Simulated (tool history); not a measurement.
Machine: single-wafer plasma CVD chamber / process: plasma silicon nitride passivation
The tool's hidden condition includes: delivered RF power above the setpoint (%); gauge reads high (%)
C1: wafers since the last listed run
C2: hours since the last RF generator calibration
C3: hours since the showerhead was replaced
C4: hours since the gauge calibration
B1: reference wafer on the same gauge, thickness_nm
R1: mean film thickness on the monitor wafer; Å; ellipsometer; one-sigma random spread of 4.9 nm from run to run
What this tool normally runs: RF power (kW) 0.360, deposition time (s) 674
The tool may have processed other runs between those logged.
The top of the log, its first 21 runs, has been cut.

run 22 day=39.758 | RF_power_(kW)=0.340 deposition_time_(s)=771 | C1=139 C2=683.7 C3=4812.4 C4=2230.5 | B1=790.408 | R1=10054.27
run 23 day=41.871 | RF_power_(kW)=0.315 deposition_time_(s)=804 | C1=111 C2=734.4 C3=4863.1 C4=2281.2 | B1=788.565 | R1=10165.71
-- day=42.304 gauge calibrated
-- day=46.733 showerhead replaced
run 24 day=47.496 | RF_power_(kW)=0.425 deposition_time_(s)=724 | C1=278 C2=869.4 C3=18.3 C4=124.6 | B1=788.795 | R1=10121.06
run 25 day=49.512 | RF_power_(kW)=0.360 deposition_time_(s)=674 | C1=106 C2=917.8 C3=66.7 C4=173.0 | B1=788.569 | R1=8932.46
run 26 day=51.017 | RF_power_(kW)=0.360 deposition_time_(s)=674 | C1=79 C2=953.9 C3=102.8 C4=209.1 | B1=788.242 | R1=8874.59
run 27 day=53.821 | RF_power_(kW)=0.360 deposition_time_(s)=732 | C1=147 C2=1021.2 C3=170.1 C4=276.4 | B1=788.977 | R1=9722.39
run 28 day=55.696 | RF_power_(kW)=0.420 deposition_time_(s)=740 | C1=98 C2=1066.2 C3=215.1 C4=321.4 | B1=788.012 | R1=10353.81
-- day=59.842 RF generator calibrated
run 29 day=62.621 | RF_power_(kW)=0.425 deposition_time_(s)=740 | C1=347 C2=66.7 C3=381.3 C4=487.6 | B1=790.116 | R1=10602.79
run 30 day=64.379 | RF_power_(kW)=0.310 deposition_time_(s)=564 | C1=92 C2=108.9 C3=423.5 C4=529.8 | B1=789.540 | R1=7230.44
run 31 day=65.762 | RF_power_(kW)=0.315 deposition_time_(s)=575 | C1=72 C2=142.1 C3=456.7 C4=563.0 | B1=789.405 | R1=7423.71
run 32 day=70.979 | RF_power_(kW)=0.360 deposition_time_(s)=800 | C1=274 C2=267.3 C3=581.9 C4=688.2 | B1=788.396 | R1=10769.85
run 33 day=73.050 | RF_power_(kW)=0.360 deposition_time_(s)=674 | C1=109 C2=317.0 C3=631.6 C4=737.9 | B1=787.445 | R1=9043.10
run 34 day=75.958 | RF_power_(kW)=0.360 deposition_time_(s)=674 | C1=153 C2=386.8 C3=701.4 C4=807.7 | B1=789.570 | R1=8976.35
run 35 day=77.854 | RF_power_(kW)=0.360 deposition_time_(s)=674 | C1=99 C2=432.3 C3=746.9 C4=853.2 | B1=789.264 | R1=9029.42
run 36 day=80.746 | RF_power_(kW)=0.360 deposition_time_(s)=555 | C1=152 C2=501.7 C3=816.3 C4=922.6 | B1=788.531 | R1=7447.82
run 37 day=82.329 | RF_power_(kW)=0.330 deposition_time_(s)=733 | C1=83 C2=539.7 C3=854.3 C4=960.6 | B1=789.171 | R1=9488.07
run 38 day=83.992 | RF_power_(kW)=0.310 deposition_time_(s)=549 | C1=87 C2=579.6 C3=894.2 C4=1000.5 | B1=789.961 | R1=6854.60
run 39 day=85.929 | RF_power_(kW)=0.425 deposition_time_(s)=807 | C1=102 C2=626.1 C3=940.7 C4=1047.0 | B1=789.331 | R1=11329.13
run 40 day=88.738 | RF_power_(kW)=0.360 deposition_time_(s)=674 | C1=148 C2=693.5 C3=1008.1 C4=1114.4 | B1=789.912 | R1=8936.39
run 41 day=91.083 | RF_power_(kW)=0.390 deposition_time_(s)=674 | C1=123 C2=749.8 C3=1064.4 C4=1170.7 | B1=789.718 | R1=9216.58
run 42 day=92.883 | RF_power_(kW)=0.290 deposition_time_(s)=674 | C1=94 C2=793.0 C3=1107.6 C4=1213.9 | B1=789.403 | R1=8300.41
run 43 day=94.125 | RF_power_(kW)=0.360 deposition_time_(s)=572 | C1=65 C2=822.8 C3=1137.4 C4=1243.7 | B1=789.018 | R1=7599.37

Here are 5 independent what-if runs from the current tool condition. What would each one return?
run A day=94.150 | RF_power_(kW)=0.360 deposition_time_(s)=674 | C1=1 C2=823.4 C3=1138.0 C4=1244.3 | B1=? | R1=?
run B day=94.150 | RF_power_(kW)=0.360 deposition_time_(s)=779 | C1=1 C2=823.4 C3=1138.0 C4=1244.3 | B1=? | R1=?
run C day=94.150 | RF_power_(kW)=0.430 deposition_time_(s)=566 | C1=1 C2=823.4 C3=1138.0 C4=1244.3 | B1=? | R1=?
run D day=94.150 | RF_power_(kW)=0.315 deposition_time_(s)=674 | C1=1 C2=823.4 C3=1138.0 C4=1244.3 | B1=? | R1=?
run E day=94.150 | RF_power_(kW)=0.390 deposition_time_(s)=557 | C1=1 C2=823.4 C3=1138.0 C4=1244.3 | B1=? | R1=?

run=A B1=790.854 R1=8966.93
run=B B1=790.854 R1=10363.86
run=C B1=790.854 R1=8032.09
run=D B1=790.854 R1=8527.26
run=E B1=790.854 R1=7631.25
With no hidden state in the tool, these same runs would have given:
run=A R1=9243.27
run=B R1=10683.25
run=C R1=8279.62
run=D R1=8790.05
run=E R1=7866.43
